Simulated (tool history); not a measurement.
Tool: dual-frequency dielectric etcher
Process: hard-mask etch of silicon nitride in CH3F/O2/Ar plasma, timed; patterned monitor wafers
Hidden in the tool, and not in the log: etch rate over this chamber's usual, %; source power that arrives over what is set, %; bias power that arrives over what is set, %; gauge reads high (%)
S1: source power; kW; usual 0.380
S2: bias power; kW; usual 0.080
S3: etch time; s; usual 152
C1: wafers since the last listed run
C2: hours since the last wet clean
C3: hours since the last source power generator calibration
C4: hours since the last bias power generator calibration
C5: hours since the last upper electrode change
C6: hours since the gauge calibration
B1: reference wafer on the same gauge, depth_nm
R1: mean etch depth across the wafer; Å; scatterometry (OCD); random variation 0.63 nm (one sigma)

run 1 hour=0.0 | S1=0.380 S2=0.080 S3=152 | C1=0 C2=230.0 C3=3162.1 C4=1395.0 C5=3559.8 C6=139.5 | B1=109.3 | R1=975
run 2 hour=7.9 | S1=0.380 S2=0.080 S3=152 | C1=63 C2=237.9 C3=3170.0 C4=1402.9 C5=3567.7 C6=147.4 | B1=108.9 | R1=974
run 3 hour=17.9 | S1=0.380 S2=0.075 S3=187 | C1=80 C2=247.9 C3=3180.0 C4=1412.9 C5=3577.7 C6=157.4 | B1=109.0 | R1=1152
run 4 hour=33.0 | S1=0.380 S2=0.075 S3=187 | C1=121 C2=263.0 C3=3195.1 C4=1428.0 C5=3592.8 C6=172.5 | B1=109.0 | R1=1147
run 5 hour=44.2 | S1=0.380 S2=0.080 S3=152 | C1=90 C2=274.2 C3=3206.3 C4=1439.2 C5=3604.0 C6=183.7 | B1=108.9 | R1=960
-- hour=73.0 upper electrode replaced
run 6 hour=73.5 | S1=0.380 S2=0.080 S3=152 | C1=42 C2=303.5 C3=3235.6 C4=1468.5 C5=0.5 C6=213.0 | B1=109.2 | R1=959
run 7 hour=73.8 | S1=0.380 S2=0.080 S3=152 | C1=2 C2=303.8 C3=3235.9 C4=1468.8 C5=0.8 C6=213.3 | B1=108.9 | R1=963
run 8 hour=82.8 | S1=0.400 S2=0.080 S3=134 | C1=72 C2=312.8 C3=3244.9 C4=1477.8 C5=9.8 C6=222.3 | B1=109.0 | R1=860
run 9 hour=93.1 | S1=0.380 S2=0.071 S3=152 | C1=83 C2=323.1 C3=3255.2 C4=1488.1 C5=20.1 C6=232.6 | B1=108.8 | R1=903
run 10 hour=101.5 | S1=0.380 S2=0.071 S3=152 | C1=67 C2=331.5 C3=3263.6 C4=1496.5 C5=28.5 C6=241.0 | B1=109.0 | R1=883
run 11 hour=116.4 | S1=0.290 S2=0.090 S3=152 | C1=120 C2=346.4 C3=3278.5 C4=1511.4 C5=43.4 C6=255.9 | B1=108.9 | R1=981
run 12 hour=129.9 | S1=0.380 S2=0.088 S3=182 | C1=109 C2=359.9 C3=3292.0 C4=1524.9 C5=56.9 C6=269.4 | B1=109.2 | R1=1209
run 13 hour=144.8 | S1=0.420 S2=0.066 S3=170 | C1=120 C2=374.8 C3=3306.9 C4=1539.8 C5=71.8 C6=284.3 | B1=109.3 | R1=970
run 14 hour=160.1 | S1=0.320 S2=0.080 S3=187 | C1=123 C2=390.1 C3=3322.2 C4=1555.1 C5=87.1 C6=299.6 | B1=109.0 | R1=1124
-- hour=167.6 source power generator calibrated
run 15 hour=168.1 | S1=0.380 S2=0.080 S3=152 | C1=32 C2=398.1 C3=0.5 C4=1563.1 C5=95.1 C6=307.6 | B1=108.9 | R1=948
run 16 hour=179.1 | S1=0.380 S2=0.063 S3=190 | C1=88 C2=409.1 C3=11.5 C4=1574.1 C5=106.1 C6=318.6 | B1=108.9 | R1=1033
-- hour=215.1 wet clean of the chamber
run 17 hour=215.6 | S1=0.420 S2=0.066 S3=170 | C1=100 C2=0.5 C3=48.0 C4=1610.6 C5=142.6 C6=355.1 | B1=109.1 | R1=1029

Run 18 comes next. What will it give?
run 18 hour=223.3 | S1=0.350 S2=0.080 S3=152 | C1=62 C2=8.2 C3=55.7 C4=1618.3 C5=150.3 C6=362.8 | B1=? | R1=?

Run 18 gave B1 108.9, R1 988 Å.
Without the tool's hidden state the same run would have given R1 990 Å.
